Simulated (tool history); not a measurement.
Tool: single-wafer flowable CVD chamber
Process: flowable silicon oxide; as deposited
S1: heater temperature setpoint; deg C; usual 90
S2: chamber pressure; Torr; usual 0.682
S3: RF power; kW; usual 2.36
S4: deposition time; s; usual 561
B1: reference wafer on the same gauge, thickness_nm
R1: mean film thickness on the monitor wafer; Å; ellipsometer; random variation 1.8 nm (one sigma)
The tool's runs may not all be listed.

run 1 day=0 | S1=90 S2=0.682 S3=2.36 S4=561 | B1=424.128 | R1=4042.71
run 2 day=2.808 | S1=90 S2=0.682 S3=2.36 S4=561 | B1=424.349 | R1=4043.08
run 3 day=4.6 | S1=90 S2=0.682 S3=2.12 S4=561 | B1=424.194 | R1=3932.59
run 4 day=8.167 | S1=90 S2=0.682 S3=2.12 S4=561 | B1=423.676 | R1=3940.5
run 5 day=10.717 | S1=90 S2=0.682 S3=2.12 S4=561 | B1=423.874 | R1=3948.43
run 6 day=14.067 | S1=90 S2=0.682 S3=2.13 S4=561 | B1=423.726 | R1=3950.62
run 7 day=17.038 | S1=90 S2=0.682 S3=2.13 S4=561 | B1=424.152 | R1=3966.9
-- day=23.546 thermocouple changed; heater temperature recalibrated
run 8 day=25.517 | S1=90 S2=0.682 S3=2.13 S4=561 | B1=424.104 | R1=3651.11
-- day=28.992 capacitance manometer re-zeroed and calibrated
run 9 day=29.692 | S1=90 S2=0.682 S3=2.36 S4=561 | B1=424.437 | R1=3766.7
run 10 day=33.362 | S1=90 S2=0.682 S3=2.36 S4=561 | B1=424.189 | R1=3777.05
run 11 day=35.033 | S1=90 S2=0.682 S3=2.36 S4=561 | B1=423.951 | R1=3748.31
run 12 day=37.833 | S1=90 S2=0.682 S3=2.36 S4=561 | B1=424.607 | R1=3791.21
run 13 day=40.438 | S1=90 S2=0.682 S3=1.915 S4=561 | B1=423.898 | R1=3516.19
-- day=44.746 RF generator calibrated
run 14 day=44.767 | S1=98 S2=0.636 S3=2.755 S4=561 | B1=423.461 | R1=2693.2
-- day=46.588 gauge calibrated
run 15 day=47.971 | S1=90 S2=0.743 S3=2.36 S4=529 | B1=423.688 | R1=3963.31
run 16 day=50.988 | S1=90 S2=0.517 S3=2.36 S4=659 | B1=423.888 | R1=3456.78
run 17 day=54.308 | S1=90 S2=0.682 S3=2.025 S4=488 | B1=424.033 | R1=3210.73
-- day=55.942 showerhead replaced
run 18 day=61.471 | S1=90 S2=0.682 S3=2 S4=561 | B1=424.21 | R1=3663.97
run 19 day=63.692 | S1=90 S2=0.682 S3=2.36 S4=561 | B1=424.361 | R1=3901.98
run 20 day=67.738 | S1=98 S2=0.584 S3=2.745 S4=526 | B1=423.972 | R1=2407.56
run 21 day=71.238 | S1=90 S2=0.682 S3=2.36 S4=561 | B1=424.218 | R1=3928.88

4 ways to go on from here, each from the tool as it stands after run 21. What would each give?
run A day=71.262 | S1=90 S2=0.682 S3=2.36 S4=561 | B1=? | R1=?
run B day=71.262 | S1=79 S2=0.682 S3=2.805 S4=451 | B1=? | R1=?
run C day=71.262 | S1=90 S2=0.682 S3=1.93 S4=450 | B1=? | R1=?
run D day=71.262 | S1=90 S2=0.682 S3=2.23 S4=561 | B1=? | R1=?

run=A B1=423.984 R1=3899.43
run=B B1=423.984 R1=4631.52
run=C B1=423.984 R1=2917.09
run=D B1=423.984 R1=3845.43
Without the tool's hidden state the same runs would have given:
run=A R1=3787.04
run=B R1=4513.09
run=C R1=2833.01
run=D R1=3734.6
